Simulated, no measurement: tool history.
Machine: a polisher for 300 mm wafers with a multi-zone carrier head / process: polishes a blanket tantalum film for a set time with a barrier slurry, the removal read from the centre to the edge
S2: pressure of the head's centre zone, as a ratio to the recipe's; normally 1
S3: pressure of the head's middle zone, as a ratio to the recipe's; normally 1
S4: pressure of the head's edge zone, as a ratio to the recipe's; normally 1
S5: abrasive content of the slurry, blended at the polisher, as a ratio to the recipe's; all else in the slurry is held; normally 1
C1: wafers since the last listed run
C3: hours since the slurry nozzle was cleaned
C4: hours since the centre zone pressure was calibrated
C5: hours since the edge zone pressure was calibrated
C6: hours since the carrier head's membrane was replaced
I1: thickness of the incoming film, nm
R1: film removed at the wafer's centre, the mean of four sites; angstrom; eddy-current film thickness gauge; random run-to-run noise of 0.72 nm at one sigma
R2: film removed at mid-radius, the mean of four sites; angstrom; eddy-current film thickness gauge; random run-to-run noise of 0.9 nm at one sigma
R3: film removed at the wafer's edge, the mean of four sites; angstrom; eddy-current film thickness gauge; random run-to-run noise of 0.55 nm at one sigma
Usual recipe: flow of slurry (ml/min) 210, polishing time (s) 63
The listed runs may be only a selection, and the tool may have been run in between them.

Run 1, hour 0: usual settings; C1 0; wafers polished on this pad 710; C3 644.4; C4 1151.9; C5 150.4; C6 1439.6; I1 223.4. Result: R1 576 angstrom, R2 651 angstrom, R3 631 angstrom.
At hour 11.1: worn pad replaced by a new one.
Run 2, hour 12.1: usual settings; C1 98; wafers polished on this pad 11; C3 656.5; C4 1164; C5 162.5; C6 1451.7; I1 222.7. Result: R1 596 angstrom, R2 639 angstrom, R3 647 angstrom.
Run 3, hour 29.9: usual settings; C1 216; wafers polished on this pad 228; C3 674.3; C4 1181.8; C5 180.3; C6 1469.5; I1 220.2. Result: R1 584 angstrom, R2 656 angstrom, R3 630 angstrom.
Run 4, hour 40.2: usual settings but flow of slurry (ml/min) 245; C1 125; wafers polished on this pad 353; C3 684.6; C4 1192.1; C5 190.6; C6 1479.8; I1 219.1. Result: R1 595 angstrom, R2 674 angstrom, R3 649 angstrom.
Run 5, hour 53.1: usual settings but flow of slurry (ml/min) 245; C1 156; wafers polished on this pad 509; C3 697.5; C4 1205; C5 203.5; C6 1492.7; I1 219.1. Result: R1 597 angstrom, R2 664 angstrom, R3 644 angstrom.
At hour 58.3: centre zone pressure recalibrated.
Run 6, hour 61.2: usual settings but S2 1.04, S3 0.95; C1 74; wafers polished on this pad 583; C3 705.6; C4 2.9; C5 211.6; C6 1500.8; I1 219.5. Result: R1 687 angstrom, R2 610 angstrom, R3 633 angstrom.
Run 7, hour 76.5: usual settings but flow of slurry (ml/min) 275, S2 0.95; C1 185; wafers polished on this pad 769; C3 720.9; C4 18.2; C5 226.9; C6 1516.1; I1 224.2. Result: R1 637 angstrom, R2 681 angstrom, R3 663 angstrom.
Run 8, hour 85.1: usual settings; C1 104; wafers polished on this pad 873; C3 729.5; C4 26.8; C5 235.5; C6 1524.7; I1 224.2. Result: R1 669 angstrom, R2 638 angstrom, R3 631 angstrom.
At hour 100: worn pad replaced by a new one.
Run 9, hour 100.5: usual settings but flow of slurry (ml/min) 270, S3 0.88, S4 0.93, polishing time (s) 71; C1 138; wafers polished on this pad 5; C3 744.9; C4 42.2; C5 250.9; C6 1540.1; I1 216.3. Result: R1 764 angstrom, R2 686 angstrom, R3 712 angstrom.
Run 10, hour 109.7: usual settings but S2 0.94, S4 1.1; C1 111; wafers polished on this pad 117; C3 754.1; C4 51.4; C5 260.1; C6 1549.3; I1 223.1. Result: R1 621 angstrom, R2 647 angstrom, R3 665 angstrom.
At hour 120: slurry nozzle cleaned.
Run 11, hour 121.6: usual settings but S2 1.03; C1 132; wafers polished on this pad 249; C3 1.6; C4 63.3; C5 272; C6 1561.2; I1 221.1. Result: R1 684 angstrom, R2 659 angstrom, R3 630 angstrom.
At hour 136.8: carrier head's membrane replaced by a new one, of another model than before.
Run 12, hour 137.3: usual settings but flow of slurry (ml/min) 140, S2 1.04; C1 129; wafers polished on this pad 379; C3 17.3; C4 79; C5 287.7; C6 0.5; I1 219.4. Result: R1 648 angstrom, R2 602 angstrom, R3 595 angstrom.
Run 13, hour 142.4: usual settings but S5 1.15; C1 61; wafers polished on this pad 441; C3 22.4; C4 84.1; C5 292.8; C6 5.6; I1 222.6. Result: R1 683 angstrom, R2 664 angstrom, R3 651 angstrom.
Run 14, hour 154.9: usual settings but S4 1.1; C1 151; wafers polished on this pad 593; C3 34.9; C4 96.6; C5 305.3; C6 18.1; I1 217.7. Result: R1 661 angstrom, R2 647 angstrom, R3 644 angstrom.
At hour 171: edge zone pressure recalibrated.
Run 15, hour 171.5: usual settings; C1 177; wafers polished on this pad 770; C3 51.5; C4 113.2; C5 0.5; C6 34.7; I1 221.9. Result: R1 672 angstrom, R2 628 angstrom, R3 627 angstrom.
Run 16, hour 177.2: usual settings but S4 1.1; C1 69; wafers polished on this pad 839; C3 57.2; C4 118.9; C5 6.2; C6 40.4; I1 218.2. Result: R1 668 angstrom, R2 660 angstrom, R3 643 angstrom.
At hour 188.3: worn pad replaced by a new one.
Run 17, hour 189.7: usual settings but S2 1.06; C1 103; wafers polished on this pad 17; C3 69.7; C4 131.4; C5 18.7; C6 52.9; I1 216.2. Result: R1 740 angstrom, R2 639 angstrom, R3 622 angstrom.
Run 18, hour 196.5: usual settings; C1 82; wafers polished on this pad 99; C3 76.5; C4 138.2; C5 25.5; C6 59.7; I1 223.8. Result: R1 661 angstrom, R2 639 angstrom, R3 632 angstrom.
Run 19, hour 209.2: usual settings but flow of slurry (ml/min) 140, S5 0.9; C1 154; wafers polished on this pad 254; C3 89.2; C4 150.9; C5 38.2; C6 72.4; I1 223.8. Result: R1 592 angstrom, R2 593 angstrom, R3 585 angstrom.
Run 20, hour 221.2: usual settings but flow of slurry (ml/min) 270; C1 145; wafers polished on this pad 399; C3 101.2; C4 162.9; C5 50.2; C6 84.4; I1 221.3. Result: R1 693 angstrom, R2 673 angstrom, R3 638 angstrom.
Run 21, hour 235.5: usual settings but S2 0.97, S3 0.91; C1 173; wafers polished on this pad 573; C3 115.5; C4 177.2; C5 64.5; C6 98.7; I1 219.8. Result: R1 623 angstrom, R2 621 angstrom, R3 640 angstrom.
Run 22, hour 252.6: usual settings but flow of slurry (ml/min) 175, S4 0.96, polishing time (s) 44; C1 207; wafers polished on this pad 780; C3 132.6; C4 194.3; C5 81.6; C6 115.8; I1 223.8. Result: R1 447 angstrom, R2 442 angstrom, R3 426 angstrom.

Alternative continuations, all from the tool just after run 22; predict every row:
Run A, hour 253: usual settings but S3 1.11; C1 4; wafers polished on this pad 785; C3 133; C4 194.7; C5 82; C6 116.2; I1 223.9. Result: R1 ?, R2 ?, R3 ?.
Run B, hour 253: usual settings but flow of slurry (ml/min) 165, S3 0.91; C1 4; wafers polished on this pad 785; C3 133; C4 194.7; C5 82; C6 116.2; I1 223.9. Result: R1 ?, R2 ?, R3 ?.
Run C, hour 253: usual settings but S5 1.3; C1 4; wafers polished on this pad 785; C3 133; C4 194.7; C5 82; C6 116.2; I1 223.9. Result: R1 ?, R2 ?, R3 ?.
Run D, hour 253: usual settings but S3 0.95, S4 0.89, polishing time (s) 73; C1 4; wafers polished on this pad 785; C3 133; C4 194.7; C5 82; C6 116.2; I1 223.9. Result: R1 ?, R2 ?, R3 ?.

run   R1   R2   R3
  A  664  666  637
  B  633  585  618
  C  703  673  675
  D  769  720  718
Without the tool's hidden state the same runs would have given:
run   R1   R2   R3
  A  660  666  637
  B  628  585  618
  C  698  673  675
  D  764  720  718

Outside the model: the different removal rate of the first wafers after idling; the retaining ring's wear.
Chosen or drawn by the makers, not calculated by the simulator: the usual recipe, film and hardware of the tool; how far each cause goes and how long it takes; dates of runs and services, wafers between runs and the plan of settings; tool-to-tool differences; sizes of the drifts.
